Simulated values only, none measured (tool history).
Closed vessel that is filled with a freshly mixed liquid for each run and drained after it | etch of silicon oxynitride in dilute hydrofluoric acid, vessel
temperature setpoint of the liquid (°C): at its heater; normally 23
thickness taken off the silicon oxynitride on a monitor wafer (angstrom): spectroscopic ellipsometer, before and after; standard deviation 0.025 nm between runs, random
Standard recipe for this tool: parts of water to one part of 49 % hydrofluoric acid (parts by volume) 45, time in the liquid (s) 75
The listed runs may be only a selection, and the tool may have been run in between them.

run    day  temperature setpoint of the liquid (°C)  parts of water to one part of 49 % hydrofluoric acid (parts by volume)  time in the liquid (s)  wafers since the last listed run  hours since the thermometer was replaced  hours since the hydrofluoric acid flow meter was replaced  hours since the gauge calibration  read-back film thickness of the silicon oxynitride reference wafer, read on the same gauge (nm)  thickness taken off the silicon oxynitride on a monitor wafer (angstrom)
  1      0                                       23                                                                      45                      75                                 0                                    1339.5                                                     1413.8                               78.9                                                                                              140                                                                      92.3
  2  0.379                                       23                                                                      45                      75                               758                                    1348.6                                                     1422.9                                 88                                                                                           139.98                                                                      92.1
     0.479  -- gauge calibrated
  3   0.95                                       23                                                                      45                      75                              1141                                    1362.3                                                     1436.6                               11.3                                                                                           139.99                                                                      91.9
  4  1.438                                       23                                                                      45                      75                               974                                      1374                                                     1448.3                                 23                                                                                           140.01                                                                      92.3
  5  1.796                                       23                                                                      45                      75                               716                                    1382.6                                                     1456.9                               31.6                                                                                           139.96                                                                      92.6
  6  2.354                                       23                                                                      45                      75                              1116                                      1396                                                     1470.3                                 45                                                                                           139.98                                                                      93.1
     2.804  -- thermometer replaced
     2.954  -- hydrofluoric acid flow meter replaced
  7  3.088                                       23                                                                      45                      75                              1299                                       6.8                                                        3.2                               62.6                                                                                           139.98                                                                        81
  8  3.338                                     20.5                                                                      30                     110                               499                                      12.8                                                        9.2                               68.6                                                                                           139.97                                                                     159.7
  9  3.621                                       23                                                                      45                      75                               566                                      19.6                                                         16                               75.4                                                                                           139.99                                                                      81.7
 10  4.125                                     27.5                                                                      45                      75                              1008                                      31.7                                                       28.1                               87.5                                                                                              140                                                                     100.9
 11  4.583                                       27                                                                      35                     100                               916                                      42.7                                                       39.1                               98.5                                                                                              140                                                                     171.7
     4.842  -- gauge calibrated
 12  5.283                                       23                                                                      45                      75                              1399                                      59.5                                                       55.9                               10.6                                                                                           140.01                                                                      81.6
 13  5.929                                       21                                                                      50                     105                              1291                                        75                                                       71.4                               26.1                                                                                           140.02                                                                      92.8
 14  6.542                                       18                                                                      65                      95                              1224                                      89.7                                                       86.1                               40.8                                                                                              140                                                                      55.1
 15    6.8                                     20.5                                                                      35                     110                               516                                      95.9                                                       92.3                                 47                                                                                           139.99                                                                     137.5

Selected run-to-run steps in thickness taken off the silicon oxynitride on a monitor wafer (angstrom), each split into two signed amounts: the part the tool would show with no hidden state at all (from settings, incoming material and random variation), and the remainder, which goes to the hidden state together with any gauge scatter not common to the measured and the hidden-state-free results:
Hidden state present: liquid hotter than its thermometer reads (K); hydrofluoric acid flow below the setpoint (%); gauge reads high (%).
Run 6 -> 7: thermometer replaced, hydrofluoric acid flow meter replaced. thickness taken off the silicon oxynitride on a monitor wafer (angstrom) -12.1: hidden state -11.5, all else -0.6.
Run 11 -> 12: temperature setpoint of the liquid (°C) 27 -> 23, parts of water to one part of 49 % hydrofluoric acid (parts by volume) 35 -> 45, time in the liquid (s) 100 -> 75, gauge calibrated. thickness taken off the silicon oxynitride on a monitor wafer (angstrom) -90.1: hidden state -0.3, all else -89.8.

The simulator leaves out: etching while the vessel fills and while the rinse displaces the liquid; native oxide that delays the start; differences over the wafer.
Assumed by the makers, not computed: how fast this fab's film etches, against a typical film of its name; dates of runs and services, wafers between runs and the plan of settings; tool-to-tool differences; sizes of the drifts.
